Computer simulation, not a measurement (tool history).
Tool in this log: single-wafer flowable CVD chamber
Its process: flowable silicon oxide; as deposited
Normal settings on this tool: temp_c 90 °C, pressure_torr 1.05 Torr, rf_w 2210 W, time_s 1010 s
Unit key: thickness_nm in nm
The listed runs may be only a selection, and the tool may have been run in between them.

run,hour,temp_c,pressure_torr,rf_w,time_s,wafers since the last listed run,hours since the last thermocouple change,hours since the last RF generator calibration,hours since the last manometer calibration,hours since the showerhead was replaced,hours since the gauge calibration,"read-back reference wafer on the same gauge, thickness_nm",thickness_nm
1,0.0,90,1.05,2210,1010,0,879.8,172.2,1659.5,2850.2,1367.1,1189.305,1270.663
# hour 37.4: capacitance manometer re-zeroed and calibrated
2,107.5,90,1.05,2210,1010,152,987.3,279.7,70.1,2957.7,1474.6,1189.826,1272.914
3,182.7,86,1.05,2210,1010,115,1062.5,354.9,145.3,3032.9,1549.8,1189.660,1442.510
4,282.9,86,1.05,2210,1010,153,1162.7,455.1,245.5,3133.1,1650.0,1189.081,1427.400
5,345.9,90,1.05,2065,1010,96,1225.7,518.1,308.5,3196.1,1713.0,1189.150,1265.195
6,419.6,90,1.05,2210,1010,112,1299.4,591.8,382.2,3269.8,1786.7,1190.638,1269.262
7,481.2,90,1.05,2210,1010,94,1361.0,653.4,443.8,3331.4,1848.3,1188.884,1280.190
8,563.8,90,1.05,2210,1010,126,1443.6,736.0,526.4,3414.0,1930.9,1189.750,1272.871
# hour 662.4: RF generator calibrated
9,665.9,90,1.16,2320,1010,144,1545.7,3.5,628.5,3516.1,2033.0,1189.539,1409.083
10,766.6,90,1.05,2210,1010,154,1646.4,104.2,729.2,3616.8,2133.7,1189.482,1276.714
11,804.3,80,0.84,2210,1010,57,1684.1,141.9,766.9,3654.5,2171.4,1190.794,1356.632
# hour 881.5: showerhead replaced
12,881.9,90,1.05,2210,1010,106,1761.7,219.5,844.5,0.4,2249.0,1190.992,1284.614
13,987.2,78,1.05,2490,1010,161,1867.0,324.8,949.8,105.7,2354.3,1189.609,1845.575
# hour 992.7: gauge calibrated
14,1043.6,90,1.05,2210,1010,86,1923.4,381.2,1006.2,162.1,50.9,1189.188,1267.402
# hour 1109.2: thermocouple changed; heater temperature recalibrated
15,1129.5,103,1.19,2210,1010,119,20.3,467.1,1092.1,248.0,136.8,1189.034,930.955
16,1197.9,90,1.29,2210,1070,104,88.7,535.5,1160.5,316.4,205.2,1190.748,1665.190
17,1274.4,90,0.79,2590,820,117,165.2,612.0,1237.0,392.9,281.7,1190.380,777.258
18,1357.7,90,1.05,2210,1010,127,248.5,695.3,1320.3,476.2,365.0,1189.886,1272.299
19,1428.1,90,1.29,2045,850,107,318.9,765.7,1390.7,546.6,435.4,1188.969,1289.581
20,1472.5,79,0.85,2210,1180,67,363.3,810.1,1435.1,591.0,479.8,1190.718,1648.467
21,1515.1,90,0.80,2210,1010,65,405.9,852.7,1477.7,633.6,522.4,1189.747,957.047
# hour 1535.0: capacitance manometer re-zeroed and calibrated
# hour 1619.0: RF generator calibrated
22,1619.5,90,1.05,2210,1010,135,510.3,0.5,84.5,738.0,626.8,1189.956,1264.616
23,1672.5,90,1.05,2210,1010,81,563.3,53.5,137.5,791.0,679.8,1190.676,1273.824
24,1764.0,90,1.05,1880,1130,140,654.8,145.0,229.0,882.5,771.3,1191.222,1386.069
25,1871.9,90,1.24,2210,1010,165,762.7,252.9,336.9,990.4,879.2,1189.528,1513.800
26,1936.2,90,1.05,2210,1010,98,827.0,317.2,401.2,1054.7,943.5,1190.591,1269.006
27,1999.8,90,0.89,2360,1130,97,890.6,380.8,464.8,1118.3,1007.1,1189.865,1217.146
28,2088.9,90,1.24,2210,1010,136,979.7,469.9,553.9,1207.4,1096.2,1190.449,1489.885

Forecast each of these 4 alternatives for the next run:
A,2089.6,85,1.05,2210,1010,1,980.4,470.6,554.6,1208.1,1096.9,?,?
B,2089.6,101,0.84,2210,1120,1,980.4,470.6,554.6,1208.1,1096.9,?,?
C,2089.6,97,1.26,2210,1200,1,980.4,470.6,554.6,1208.1,1096.9,?,?
D,2089.6,90,0.83,2465,1010,1,980.4,470.6,554.6,1208.1,1096.9,?,?

run,"read-back reference wafer on the same gauge, thickness_nm",thickness_nm
A,1190.008,1478.911
B,1190.008,778.787
C,1190.008,1435.511
D,1190.008,1013.448
The same runs, with their run-to-run variation unchanged, on a tool lacking any hidden condition would have given:
run,thickness_nm
A,1478.911
B,778.787
C,1435.511
D,1013.448

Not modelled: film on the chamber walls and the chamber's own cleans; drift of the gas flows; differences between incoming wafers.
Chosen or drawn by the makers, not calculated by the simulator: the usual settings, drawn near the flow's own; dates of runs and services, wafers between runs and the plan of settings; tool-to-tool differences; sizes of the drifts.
